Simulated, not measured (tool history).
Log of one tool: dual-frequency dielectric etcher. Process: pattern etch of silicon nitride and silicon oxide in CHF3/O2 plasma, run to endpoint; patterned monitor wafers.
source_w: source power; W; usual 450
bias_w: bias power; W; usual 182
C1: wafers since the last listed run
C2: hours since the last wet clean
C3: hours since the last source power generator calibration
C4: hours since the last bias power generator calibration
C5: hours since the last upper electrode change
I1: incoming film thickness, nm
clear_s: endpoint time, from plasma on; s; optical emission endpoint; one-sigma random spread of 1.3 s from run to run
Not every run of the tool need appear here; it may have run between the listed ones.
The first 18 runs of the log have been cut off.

Run 19, hour 1216.7: usual settings; C1 465; C2 474.7; C3 169.6; C4 877.0; C5 2317.5; I1 201.3. Result: clear_s 159.7 s.
At hour 1267.0: upper electrode replaced.
Run 20, hour 1273.5: usual settings; C1 217; C2 531.5; C3 226.4; C4 933.8; C5 6.5; I1 198.9. Result: clear_s 159.8 s.
At hour 1310.8: wet clean of the chamber.
Run 21, hour 1333.0: usual settings but bias_w 153 W; C1 235; C2 22.2; C3 285.9; C4 993.3; C5 66.0; I1 199.4. Result: clear_s 165.3 s.
Run 22, hour 1511.4: usual settings but source_w 350 W, bias_w 198 W; C1 1180; C2 200.6; C3 464.3; C4 1171.7; C5 244.4; I1 201.6. Result: clear_s 162.0 s.
Run 23, hour 1663.7: usual settings; C1 1008; C2 352.9; C3 616.6; C4 1324.0; C5 396.7; I1 201.0. Result: clear_s 156.4 s.
Run 24, hour 1715.9: usual settings but source_w 380 W, bias_w 148 W; C1 345; C2 405.1; C3 668.8; C4 1376.2; C5 448.9; I1 200.6. Result: clear_s 181.3 s.
Run 25, hour 1764.6: usual settings but source_w 530 W, bias_w 137 W; C1 322; C2 453.8; C3 717.5; C4 1424.9; C5 497.6; I1 198.1. Result: clear_s 173.4 s.
Run 26, hour 1834.7: usual settings but source_w 480 W, bias_w 163 W; C1 464; C2 523.9; C3 787.6; C4 1495.0; C5 567.7; I1 197.0. Result: clear_s 164.7 s.
At hour 1898.9: wet clean of the chamber.
Run 27, hour 1899.4: usual settings; C1 269; C2 0.5; C3 852.3; C4 1559.7; C5 632.4; I1 201.0. Result: clear_s 154.2 s.
Run 28, hour 1899.8: usual settings but source_w 510 W, bias_w 166 W; C1 2; C2 0.9; C3 852.7; C4 1560.1; C5 632.8; I1 199.5. Result: clear_s 152.9 s.
Run 29, hour 1958.0: usual settings but source_w 490 W, bias_w 144 W; C1 385; C2 59.1; C3 910.9; C4 1618.3; C5 691.0; I1 199.3. Result: clear_s 164.3 s.
Run 30, hour 2018.1: usual settings but source_w 550 W; C1 397; C2 119.2; C3 971.0; C4 1678.4; C5 751.1; I1 198.6. Result: clear_s 146.0 s.
Run 31, hour 2072.6: usual settings but source_w 360 W, bias_w 201 W; C1 360; C2 173.7; C3 1025.5; C4 1732.9; C5 805.6; I1 200.3. Result: clear_s 158.6 s.
Run 32, hour 2117.6: usual settings but bias_w 210 W; C1 297; C2 218.7; C3 1070.5; C4 1777.9; C5 850.6; I1 200.2. Result: clear_s 148.6 s.
Run 33, hour 2179.1: usual settings but bias_w 194 W; C1 407; C2 280.2; C3 1132.0; C4 1839.4; C5 912.1; I1 200.3. Result: clear_s 153.5 s.
Run 34, hour 2263.3: usual settings but source_w 380 W, bias_w 144 W; C1 557; C2 364.4; C3 1216.2; C4 1923.6; C5 996.3; I1 200.1. Result: clear_s 179.7 s.
Run 35, hour 2329.6: usual settings but source_w 540 W, bias_w 145 W; C1 438; C2 430.7; C3 1282.5; C4 1989.9; C5 1062.6; I1 199.7. Result: clear_s 166.8 s.
Run 36, hour 2395.7: usual settings but source_w 380 W, bias_w 144 W; C1 437; C2 496.8; C3 1348.6; C4 2056.0; C5 1128.7; I1 200.1. Result: clear_s 185.2 s.

Here are 3 independent what-if runs from the current tool condition. What would each one return?
Run A, hour 2396.2: usual settings; C1 3; C2 497.3; C3 1349.1; C4 2056.5; C5 1129.2; I1 198.5. Result: clear_s ?.
Run B, hour 2396.2: usual settings but source_w 390 W, bias_w 153 W; C1 3; C2 497.3; C3 1349.1; C4 2056.5; C5 1129.2; I1 198.5. Result: clear_s ?.
Run C, hour 2396.2: usual settings but source_w 360 W, bias_w 223 W; C1 3; C2 497.3; C3 1349.1; C4 2056.5; C5 1129.2; I1 198.5. Result: clear_s ?.

run  clear_s
  A    160.8
  B    179.2
  C    155.8
Had the tool no hidden state, the same runs would have come out as:
run  clear_s
  A    153.4
  B    171.0
  C    148.7
